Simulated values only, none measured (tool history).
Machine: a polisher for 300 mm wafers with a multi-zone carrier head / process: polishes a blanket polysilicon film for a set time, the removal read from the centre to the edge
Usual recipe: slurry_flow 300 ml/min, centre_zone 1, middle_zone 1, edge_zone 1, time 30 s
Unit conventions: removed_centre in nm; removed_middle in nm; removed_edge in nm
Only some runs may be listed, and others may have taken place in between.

run	hour	slurry_flow	centre_zone	middle_zone	edge_zone	time	wafers since the last listed run	wafers polished on this pad	hours since the slurry nozzle was cleaned	hours since the centre zone pressure was calibrated	hours since the edge zone pressure was calibrated	hours since the carrier head's membrane was replaced	incoming thickness of the incoming film, nm	removed_centre	removed_middle	removed_edge
1	0	300	1	1	1	30	0	31	154.9	249.2	704.6	571.2	1184.4	169.3	163.8	172.4
2	105.7	300	1	1	1	30	644	675	260.6	354.9	810.3	676.9	1200.1	166.7	162	169.5
# hour 153.6: slurry nozzle cleaned
3	169	300	1	1	1	30	380	1055	15.4	418.2	873.6	740.2	1187.4	173	169.2	172.4
4	239.5	300	1	0.94	1	30	430	1486	85.9	488.7	944.1	810.7	1198.4	173.6	158.1	169
# hour 294.5: worn pad replaced by a new one
5	316.8	300	1	0.94	1	30	447	135	163.2	566	1021.4	888	1203.9	171.2	157.9	175.5
6	373.6	300	1	1	1	30	346	482	220	622.8	1078.2	944.8	1199.8	164.6	165.2	165.3
# hour 414.7: carrier head's membrane replaced by a new one
# hour 482.5: slurry nozzle cleaned
7	541.2	300	1	1	1	30	985	1468	58.7	790.4	1245.8	126.5	1193.6	173.2	163.6	170.6
# hour 596.7: centre zone pressure recalibrated
# hour 608.8: worn pad replaced by a new one
# hour 610.4: edge zone pressure recalibrated
8	634.3	300	1	1	1	30	521	145	151.8	37.6	23.9	219.6	1174.6	168.5	166.1	170.8
9	717.8	300	1	1	1	30	509	655	235.3	121.1	107.4	303.1	1208.7	162.9	160.9	169.6
10	756.1	300	1	1	1	30	233	888	273.6	159.4	145.7	341.4	1196.7	164.1	163.6	170.9
# hour 790.6: slurry nozzle cleaned
11	836	300	1.04	1.09	1	30	481	1370	45.4	239.3	225.6	421.3	1171.3	176.6	181.4	168.7
12	905.2	300	1	1	1	30	422	1792	114.6	308.5	294.8	490.5	1204.5	167.7	166.1	172.9
# hour 941.9: worn pad replaced by a new one
13	1005.7	300	1.1	1	1	35	588	389	215.1	409	395.3	591	1179.6	215.2	191	197.6
14	1065.1	205	1	1	0.97	22	362	751	274.5	468.4	454.7	650.4	1199.9	112	111.7	116.3
15	1106.7	300	1.09	1.05	1	34	253	1005	316.1	510	496.3	692	1201.8	198.1	183.6	185.8
# hour 1154.3: slurry nozzle cleaned
16	1204.2	340	1.08	0.94	1.05	30	588	1594	49.9	607.5	593.8	789.5	1188.8	188.4	160.5	174.2
# hour 1219.8: carrier head's membrane replaced by a new one
# hour 1287: worn pad replaced by a new one
17	1289.6	220	0.95	1	1	39	466	15	135.3	692.9	679.2	69.8	1163.9	206.2	209.1	219.3
# hour 1314.1: centre zone pressure recalibrated
18	1357.7	345	1.06	1.04	1	23	403	418	203.4	43.6	747.3	137.9	1207.2	138.2	132.7	130.1
19	1410.4	340	1.08	0.94	1.05	30	321	740	256.1	96.3	800	190.6	1200.4	183.2	160.3	172.1
# hour 1448: slurry nozzle cleaned
20	1460.2	300	0.93	1.1	1.04	24	297	1038	12.2	146.1	849.8	240.4	1205.2	127.7	145.5	140.5
21	1550.6	300	0.9	1	1.04	30	551	1589	102.6	236.5	940.2	330.8	1200.4	152.4	166.1	172.2
# hour 1591.3: worn pad replaced by a new one
22	1606.9	340	1	1	0.89	30	319	94	158.9	292.8	996.5	387.1	1193.4	172.2	170.6	159.6

Per-run results on a tool with no hidden state, each run keeping its own random variation:
Unlogged tool condition in this case: removal rate lost through wear of the pad, %; slurry flow missing at the pad, %; deviation of the centre zone's pressure from its setpoint, %; deviation of the edge zone's pressure from its setpoint, %.
run	removed_centre	removed_middle	removed_edge
1	171.4	165.6	173.9
2	172.5	167.1	173.6
3	173.6	169.8	172.8
4	174.7	159	169.8
5	173.7	160	177.2
6	168.7	169	168.2
7	173.6	163.9	170.9
8	170.1	167.6	171.9
9	167	164.6	172.5
10	170.1	169	175.2
11	178.1	182.8	169.6
12	169.9	168	174.4
13	221.5	196.1	201.6
14	119.5	118.3	121.3
15	211.9	195.1	194.5
16	189.3	161.1	174.7
17	209.3	211.9	221.6
18	141	135.1	131.9
19	189.1	165	176
20	128	145.8	140.7
21	153.3	167	172.9
22	174	172.3	160.9
